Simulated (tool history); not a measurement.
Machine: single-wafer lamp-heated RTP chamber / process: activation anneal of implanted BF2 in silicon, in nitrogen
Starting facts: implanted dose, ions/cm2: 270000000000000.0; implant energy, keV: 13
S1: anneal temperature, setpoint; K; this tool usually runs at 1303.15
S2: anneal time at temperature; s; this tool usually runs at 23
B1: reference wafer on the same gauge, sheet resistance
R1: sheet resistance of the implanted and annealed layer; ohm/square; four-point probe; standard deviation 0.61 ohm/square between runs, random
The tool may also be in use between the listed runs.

run    hour       S1  S2      B1      R1
  1       0  1303.15  26  371.12  406.21
       26.8  -- reflector plate cleaned
  2    63.5  1303.15  26  370.95  405.35
  3   115.6  1303.15  23  370.89  407.02
  4   171.5  1303.15  23  370.99  405.83
      196.7  -- pyrometer window cleaned and pyrometer calibrated
  5   215.3  1313.15  30     371  398.07
  6   279.1  1303.15  23  370.92  405.69
  7   346.7  1303.15  23  370.94  404.45
  8   388.3  1303.15  23  371.03  405.15
  9   415.7  1303.15  34  370.96  399.02
      425.3  -- reflector plate cleaned
 10   440.2  1303.15  34  371.04  398.88
 11   464.5  1303.15  23  370.94  404.79
 12   528.3  1303.15  23  370.88  404.35
 13   560.9  1303.15  23  370.98  405.01
 14   607.1  1314.15  23  370.98  400.41
      656.7  -- pyrometer window cleaned and pyrometer calibrated, repeated, since the last time left the tool worse
 15     673  1303.15  23     371  407.51
 16   733.4  1303.15  23     371  407.25
 17   795.2  1291.15  18  370.96  413.17
 18   845.8  1292.15  10  370.99  417.68
      870.2  -- reflector plate cleaned
 19     876  1279.15  36  371.12  406.72
 20   945.1  1282.15  28  371.03  408.88
 21   984.4  1315.15  31  370.97  400.11
 22  1035.1  1303.15  23     371  406.94
 23  1101.7  1289.15  32  370.98  405.95
     1112.1  -- gauge calibrated
     1118.6  -- pyrometer window cleaned and pyrometer calibrated
 24  1165.8  1303.15  23  371.12  408.08
 25  1205.4  1312.15  10  370.95  415.16
 26  1261.8  1277.15  18  371.07  416.48
     1283.9  -- reflector plate cleaned
 27  1317.1  1303.15  23  370.99  406.38
 28  1386.1  1331.15  36  371.01  392.92
 29  1444.2  1303.15  23  371.06  407.36
 30  1480.2  1283.15  18  370.96  415.06
 31  1532.8  1303.15  30  371.06  402.78
 32  1586.6  1324.15  30  370.92   395.3
     1636.3  -- pyrometer window cleaned and pyrometer calibrated
 33  1636.8  1303.15  23  370.98  409.14
 34  1688.3  1287.15  14  370.88  416.39
       1733  -- reflector plate cleaned
 35  1733.5  1328.15  36  371.01  393.93
 36  1931.8  1289.15  34  370.98  405.04
 37  1964.1  1286.15  27  371.05  408.88

State the hidden condition of the tool at each of the runs:
wafer temperature error from the tarnished reflector plate, K: 0, the same for each run
gauge reads high (%): 0, the same for each run
H1: true wafer temperature minus pyrometer reading, K
run     H1
  1   4.05
  2    4.8
  3   5.42
  4   6.09
  5   10.5
  6   11.2
  7     12
  8   12.5
  9   12.9
 10   13.2
 11   13.4
 12   14.2
 13   14.6
 14   15.1
 15  0.533
 16   1.25
 17   1.99
 18   2.59
 19   2.95
 20   3.77
 21   4.24
 22   4.84
 23   5.63
 24  0.589
 25   1.06
 26   1.73
 27   2.39
 28   3.21
 29    3.9
 30   4.33
 31   4.96
 32    5.6
 33  0.424
 34   1.04
 35   1.57
 36   3.93
 37   4.32
